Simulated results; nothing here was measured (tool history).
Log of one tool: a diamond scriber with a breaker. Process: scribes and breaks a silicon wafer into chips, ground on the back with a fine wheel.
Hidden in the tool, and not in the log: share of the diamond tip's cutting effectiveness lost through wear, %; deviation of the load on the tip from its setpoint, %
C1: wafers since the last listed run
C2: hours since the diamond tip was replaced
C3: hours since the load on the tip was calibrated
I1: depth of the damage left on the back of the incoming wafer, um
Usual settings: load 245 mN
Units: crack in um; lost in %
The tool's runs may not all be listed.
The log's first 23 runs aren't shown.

Run 24, hour 1901.9: usual settings but load 305 mN; C1 129; C2 459.2; C3 74.9; I1 1.62. Result: crack 12.91 um, lost 0.83 %.
At hour 1917.5: diamond tip replaced by a new one.
Run 25, hour 1956.1: usual settings but load 272 mN; C1 114; C2 38.6; C3 129.1; I1 2.79. Result: crack 13.67 um, lost 2.75 %.
Run 26, hour 2033.6: usual settings but load 273 mN; C1 169; C2 116.1; C3 206.6; I1 2.99. Result: crack 13.95 um, lost 2.52 %.
Run 27, hour 2116.0: usual settings but load 180 mN; C1 180; C2 198.5; C3 289.0; I1 1.63. Result: crack 9.46 um, lost 13.80 %.
Run 28, hour 2222.4: usual settings but load 307 mN; C1 232; C2 304.9; C3 395.4; I1 1.81. Result: crack 14.27 um, lost 3.67 %.
Run 29, hour 2328.8: usual settings but load 303 mN; C1 232; C2 411.3; C3 501.8; I1 2.37. Result: crack 14.12 um, lost 2.23 %.
At hour 2348.9: diamond tip replaced by a new one.
Run 30, hour 2366.9: usual settings; C1 78; C2 18.0; C3 539.9; I1 2.64. Result: crack 13.67 um, lost 1.49 %.
Run 31, hour 2423.8: usual settings but load 216 mN; C1 124; C2 74.9; C3 596.8; I1 2.57. Result: crack 11.99 um, lost 2.58 %.
Run 32, hour 2471.7: usual settings but load 308 mN; C1 104; C2 122.8; C3 644.7; I1 2.99. Result: crack 15.56 um, lost 7.46 %.

5 ways to go on from here, each from the tool as it stands after run 32. What would each give?
Run A, hour 2472.3: usual settings; C1 1; C2 123.4; C3 645.3; I1 2.44. Result: crack ?, lost ?.
Run B, hour 2472.3: usual settings but load 294 mN; C1 1; C2 123.4; C3 645.3; I1 2.44. Result: crack ?, lost ?.
Run C, hour 2472.3: usual settings but load 188 mN; C1 1; C2 123.4; C3 645.3; I1 2.44. Result: crack ?, lost ?.
Run D, hour 2472.3: usual settings but load 190 mN; C1 1; C2 123.4; C3 645.3; I1 2.44. Result: crack ?, lost ?.
Run E, hour 2472.3: usual settings but load 284 mN; C1 1; C2 123.4; C3 645.3; I1 2.44. Result: crack ?, lost ?.

run  crack  lost
  A  12.84  1.17
  B  14.95  4.95
  C  10.14  8.94
  D  10.24  8.31
  E  14.54  3.74
Without the tool's hidden state the same runs would have given:
run  crack  lost
  A  12.69  1.17
  B  14.78  4.42
  C  10.02  9.74
  D  10.12  9.08
  E  14.36  3.29

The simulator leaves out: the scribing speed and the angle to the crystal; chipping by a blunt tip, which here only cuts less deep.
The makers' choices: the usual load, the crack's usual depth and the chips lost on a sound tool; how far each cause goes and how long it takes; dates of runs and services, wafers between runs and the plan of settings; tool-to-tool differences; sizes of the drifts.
